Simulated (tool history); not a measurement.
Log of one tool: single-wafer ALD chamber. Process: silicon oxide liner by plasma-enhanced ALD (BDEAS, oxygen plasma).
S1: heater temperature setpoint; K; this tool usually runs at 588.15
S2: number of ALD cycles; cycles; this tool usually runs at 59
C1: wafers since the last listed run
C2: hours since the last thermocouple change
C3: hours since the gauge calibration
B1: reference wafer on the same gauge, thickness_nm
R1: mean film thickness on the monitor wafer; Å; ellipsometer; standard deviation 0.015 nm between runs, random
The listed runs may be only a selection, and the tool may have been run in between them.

run 1 day=0.000 | S1=585.15 S2=63 | C1=0 C2=2623.1 C3=75.8 | B1=4.741 | R1=62.56
run 2 day=0.388 | S1=585.15 S2=63 | C1=53 C2=2632.4 C3=85.1 | B1=4.739 | R1=62.37
run 3 day=2.017 | S1=577.15 S2=59 | C1=223 C2=2671.5 C3=124.2 | B1=4.740 | R1=59.31
run 4 day=2.654 | S1=588.15 S2=59 | C1=87 C2=2686.8 C3=139.5 | B1=4.740 | R1=58.32
run 5 day=3.304 | S1=588.15 S2=59 | C1=89 C2=2702.4 C3=155.1 | B1=4.739 | R1=58.15
run 6 day=3.896 | S1=588.15 S2=59 | C1=81 C2=2716.6 C3=169.3 | B1=4.741 | R1=57.96
-- day=4.088 gauge calibrated
run 7 day=4.421 | S1=588.15 S2=59 | C1=71 C2=2729.2 C3=8.0 | B1=4.741 | R1=58.16
run 8 day=5.004 | S1=578.15 S2=65 | C1=79 C2=2743.2 C3=22.0 | B1=4.740 | R1=64.87
run 9 day=5.375 | S1=578.15 S2=65 | C1=50 C2=2752.1 C3=30.9 | B1=4.739 | R1=64.93
-- day=6.238 thermocouple changed; heater temperature recalibrated
run 10 day=6.258 | S1=578.15 S2=65 | C1=75 C2=0.5 C3=52.1 | B1=4.740 | R1=65.27
run 11 day=6.617 | S1=588.15 S2=59 | C1=49 C2=9.1 C3=60.7 | B1=4.741 | R1=58.44
run 12 day=6.954 | S1=579.15 S2=54 | C1=46 C2=17.2 C3=68.8 | B1=4.740 | R1=54.08
run 13 day=7.321 | S1=579.15 S2=54 | C1=50 C2=26.0 C3=77.6 | B1=4.739 | R1=53.69
run 14 day=8.029 | S1=578.15 S2=69 | C1=97 C2=43.0 C3=94.6 | B1=4.740 | R1=69.09
run 15 day=8.292 | S1=580.15 S2=68 | C1=35 C2=49.3 C3=100.9 | B1=4.740 | R1=67.71
run 16 day=8.888 | S1=582.15 S2=59 | C1=81 C2=63.6 C3=115.2 | B1=4.739 | R1=58.97
run 17 day=9.304 | S1=588.15 S2=59 | C1=57 C2=73.6 C3=125.2 | B1=4.741 | R1=58.29
run 18 day=9.642 | S1=596.15 S2=55 | C1=46 C2=81.7 C3=133.3 | B1=4.738 | R1=53.93
run 19 day=10.229 | S1=588.15 S2=59 | C1=80 C2=95.8 C3=147.4 | B1=4.739 | R1=58.44
run 20 day=10.929 | S1=588.15 S2=59 | C1=95 C2=112.6 C3=164.2 | B1=4.741 | R1=58.69
-- day=11.012 gauge calibrated
run 21 day=11.329 | S1=580.15 S2=66 | C1=54 C2=122.2 C3=7.6 | B1=4.740 | R1=66.06
run 22 day=11.733 | S1=601.15 S2=59 | C1=55 C2=131.9 C3=17.3 | B1=4.741 | R1=57.32
run 23 day=12.275 | S1=602.15 S2=66 | C1=74 C2=144.9 C3=30.3 | B1=4.740 | R1=63.95
run 24 day=12.867 | S1=592.15 S2=65 | C1=81 C2=159.1 C3=44.5 | B1=4.742 | R1=64.10
run 25 day=13.288 | S1=598.15 S2=59 | C1=57 C2=169.2 C3=54.6 | B1=4.741 | R1=57.51
run 26 day=13.729 | S1=582.15 S2=47 | C1=60 C2=179.8 C3=65.2 | B1=4.742 | R1=46.86
run 27 day=14.125 | S1=588.15 S2=48 | C1=54 C2=189.3 C3=74.7 | B1=4.741 | R1=47.28

Here are 3 independent what-if runs from the current tool condition. What would each one return?
run A day=14.146 | S1=588.15 S2=59 | C1=2 C2=189.8 C3=75.2 | B1=? | R1=?
run B day=14.146 | S1=592.15 S2=69 | C1=2 C2=189.8 C3=75.2 | B1=? | R1=?
run C day=14.146 | S1=603.15 S2=69 | C1=2 C2=189.8 C3=75.2 | B1=? | R1=?

run=A B1=4.742 R1=58.24
run=B B1=4.742 R1=67.77
run=C B1=4.742 R1=66.83
What these runs would have given with no unlogged condition in the tool:
run=A R1=58.24
run=B R1=67.77
run=C R1=66.83
